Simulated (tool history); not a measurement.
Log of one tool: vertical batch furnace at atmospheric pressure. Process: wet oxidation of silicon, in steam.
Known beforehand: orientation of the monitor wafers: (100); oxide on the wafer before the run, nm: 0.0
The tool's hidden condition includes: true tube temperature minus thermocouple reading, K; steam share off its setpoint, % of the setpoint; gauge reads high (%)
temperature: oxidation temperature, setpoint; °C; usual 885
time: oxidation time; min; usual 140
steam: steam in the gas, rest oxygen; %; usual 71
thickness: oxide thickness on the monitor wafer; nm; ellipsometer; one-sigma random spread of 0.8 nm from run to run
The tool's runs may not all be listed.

run     day  temperature  time  steam  wafers since the last listed run  hours since the last temperature calibration  hours since the steam generator was serviced  hours since the gauge calibration  read-back reference wafer on the same gauge, thickness  thickness
  1       0          885   140     71                                 0                                        2863.9                                        1236.3                             1055.4                                                  191.02     197.42
  2   1.667          885   140     71                               326                                        2903.9                                        1276.3                             1095.4                                                  190.95     199.07
  3   5.917          885   140     71                               833                                        3005.9                                        1378.3                             1197.4                                                  191.13     197.11
  4  10.108          885   140     71                               822                                        3106.5                                        1478.9                               1298                                                   190.7     196.48
  5  13.571          885   140     71                               679                                        3189.6                                          1562                             1381.1                                                     191     197.77
  6  15.108          885   140     71                               301                                        3226.5                                        1598.9                               1418                                                  191.22     198.26
  7  19.008          885   170     71                               765                                        3320.1                                        1692.5                             1511.6                                                  191.34     234.94
  8  22.704          885   170     71                               725                                        3408.8                                        1781.2                             1600.3                                                  191.18     235.86
  9  27.121          885   140     71                               866                                        3514.8                                        1887.2                             1706.3                                                  190.91     196.77
 10  28.662          885   140     71                               302                                        3551.8                                        1924.2                             1743.3                                                  191.05     198.77
 11  30.588          885   140     71                               377                                          3598                                        1970.4                             1789.5                                                  191.12     198.45
 12  33.225          885   140     68                               517                                        3661.3                                        2033.7                             1852.8                                                  190.91     189.88
 13  36.196          885   140     68                               582                                        3732.6                                          2105                             1924.1                                                  191.26     189.82
     38.017  -- thermocouples replaced and temperature profile calibrated
 14  39.529          885   140     71                               457                                          36.3                                          2185                             2004.1                                                  190.89     198.36
      41.55  -- gauge calibrated
 15  43.067          872   140     77                               694                                         121.2                                        2269.9                               36.4                                                  190.61      176.7
 16  47.508          885   140     71                               871                                         227.8                                        2376.5                                143                                                  190.79     197.95
 17  50.196          885   105     80                               527                                         292.3                                          2441                              207.5                                                  191.18     170.94
 18  54.692          885   105     80                               882                                         400.2                                        2548.9                              315.4                                                   191.2     168.85
 19  58.138          901    85     82                               676                                         482.9                                        2631.6                              398.1                                                  190.94     181.11
 20  60.442          885  76.5     61                               452                                         538.2                                        2686.9                              453.4                                                  191.02      99.65
     61.775  -- steam generator serviced
 21  63.512          885   140     71                               406                                         611.9                                          41.7                              527.1                                                  190.95      197.2
 22  67.596          885   140     71                               801                                         709.9                                         139.7                              625.1                                                  191.12     198.39
 23  70.588          871   177     71                               586                                         781.7                                         211.5                              696.9                                                  191.04     198.86
 24  77.975          885   140     71                              1449                                           959                                         388.8                              874.2                                                  190.92     197.95
 25   81.25          885   163     64                               642                                        1037.6                                         467.4                              952.8                                                  191.29     205.74
 26  84.121          893   183     77                               563                                        1106.5                                         536.3                             1021.7                                                  190.86     299.14
 27  86.608          885   140     71                               488                                        1166.2                                           596                             1081.4                                                  190.98      196.9
 28  89.758          875   140     79                               617                                        1241.8                                         671.6                               1157                                                  190.75     187.11

Below are 3 alternative next runs, each starting from the tool's condition after run 28. Predict each:
  A  90.054          867    140     71                                58                                        1248.9                                         678.7                             1164.1                                                       ?          ?
  B  90.054          885    175     71                                58                                        1248.9                                         678.7                             1164.1                                                       ?          ?
  C  90.054          866  178.5     71                                58                                        1248.9                                         678.7                             1164.1                                                       ?          ?

run  read-back reference wafer on the same gauge, thickness  thickness
  A                                                     191     149.52
  B                                                     191     239.12
  C                                                     191     183.82
Take away the tool's hidden state, keep each run's random variation, and the runs would have read:
run  thickness
  A     149.52
  B     239.12
  C     183.82

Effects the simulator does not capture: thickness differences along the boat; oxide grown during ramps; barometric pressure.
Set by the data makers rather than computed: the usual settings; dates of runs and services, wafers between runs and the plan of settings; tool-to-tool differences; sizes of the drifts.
